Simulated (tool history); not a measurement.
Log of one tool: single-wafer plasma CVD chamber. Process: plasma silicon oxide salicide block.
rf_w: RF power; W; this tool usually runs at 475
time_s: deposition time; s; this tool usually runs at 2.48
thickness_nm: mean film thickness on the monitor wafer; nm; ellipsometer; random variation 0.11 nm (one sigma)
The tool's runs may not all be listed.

| run | hour | rf_w | time_s | read-back reference wafer on the same gauge, thickness_nm | thickness_nm |
|---|---|---|---|---|---|
| 1 | 0.0 | 475 | 2.29 | 23.979 | 20.474 |
| 2 | 76.0 | 475 | 2.29 | 23.996 | 20.691 |
| 3 | 114.9 | 475 | 2.13 | 24.000 | 19.260 |
| 4 | 160.1 | 475 | 2.48 | 24.007 | 22.204 |
| 5 | 212.8 | 475 | 2.48 | 23.994 | 22.235 |
| 6 | 314.7 | 475 | 2.48 | 24.015 | 22.196 |
| 7 | 356.6 | 475 | 2.48 | 24.017 | 22.227 |
| 8 | 455.1 | 475 | 2.48 | 24.013 | 22.218 |
| 9 | 508.3 | 500 | 2.48 | 23.980 | 22.783 |
| 10 | 609.1 | 500 | 2.48 | 23.956 | 22.661 |
| 11 | 709.2 | 475 | 2.48 | 23.921 | 22.450 |
|  | 724.6 | showerhead replaced |
|  | 761.0 | RF generator calibrated |
| 12 | 761.5 | 475 | 2.48 | 23.974 | 22.876 |
| 13 | 835.5 | 475 | 2.48 | 23.963 | 23.005 |
| 14 | 897.1 | 475 | 2.48 | 23.968 | 22.776 |
| 15 | 936.5 | 475 | 2.48 | 23.978 | 22.850 |
| 16 | 994.5 | 475 | 2.48 | 23.959 | 22.594 |
| 17 | 1032.4 | 535 | 2.83 | 24.079 | 27.138 |
| 18 | 1087.6 | 475 | 2.60 | 23.989 | 23.702 |
| 19 | 1142.6 | 475 | 2.48 | 24.018 | 22.655 |
| 20 | 1190.7 | 555 | 2.48 | 23.970 | 23.772 |
| 21 | 1245.0 | 545 | 2.15 | 23.991 | 20.371 |
| 22 | 1303.8 | 400 | 2.76 | 23.998 | 23.536 |
|  | 1316.2 | gauge calibrated |
| 23 | 1370.1 | 515 | 2.08 | 24.016 | 19.535 |
| 24 | 1417.1 | 405 | 2.16 | 24.038 | 18.645 |
| 25 | 1463.3 | 500 | 2.05 | 24.008 | 18.798 |
| 26 | 1549.6 | 475 | 2.48 | 24.039 | 22.436 |
| 27 | 1668.0 | 475 | 2.14 | 24.011 | 19.353 |
| 28 | 1753.9 | 430 | 2.17 | 24.035 | 19.079 |
| 29 | 1792.9 | 405 | 2.16 | 24.041 | 18.403 |
| 30 | 1876.3 | 475 | 2.25 | 24.021 | 20.430 |
| 31 | 1923.8 | 535 | 2.48 | 23.998 | 23.363 |
| 32 | 2026.9 | 545 | 2.72 | 24.003 | 25.649 |
| 33 | 2080.4 | 540 | 2.35 | 24.025 | 22.059 |
| 34 | 2161.8 | 505 | 2.93 | 24.078 | 26.985 |
| 35 | 2392.6 | 405 | 2.48 | 23.987 | 20.955 |

Below, each run's measurement less what the same run would have read without the hidden state. Both values contain the same run-to-run variation, but the gauge's scatter may not be the same in both:
The tool's hidden condition here consists of: delivered RF power above the setpoint (%); gauge reads high (%).
| run | thickness_nm |
|---|---|
| 1 | -0.600 |
| 2 | -0.614 |
| 3 | -0.574 |
| 4 | -0.667 |
| 5 | -0.672 |
| 6 | -0.678 |
| 7 | -0.682 |
| 8 | -0.688 |
| 9 | -0.708 |
| 10 | -0.709 |
| 11 | -0.707 |
| 12 | -0.053 |
| 13 | -0.121 |
| 14 | -0.172 |
| 15 | -0.203 |
| 16 | -0.241 |
| 17 | -0.321 |
| 18 | -0.317 |
| 19 | -0.336 |
| 20 | -0.380 |
| 21 | -0.351 |
| 22 | -0.434 |
| 23 | -0.385 |
| 24 | -0.382 |
| 25 | -0.400 |
| 26 | -0.506 |
| 27 | -0.466 |
| 28 | -0.478 |
| 29 | -0.468 |
| 30 | -0.536 |
| 31 | -0.622 |
| 32 | -0.703 |
| 33 | -0.613 |
| 34 | -0.762 |
| 35 | -0.616 |
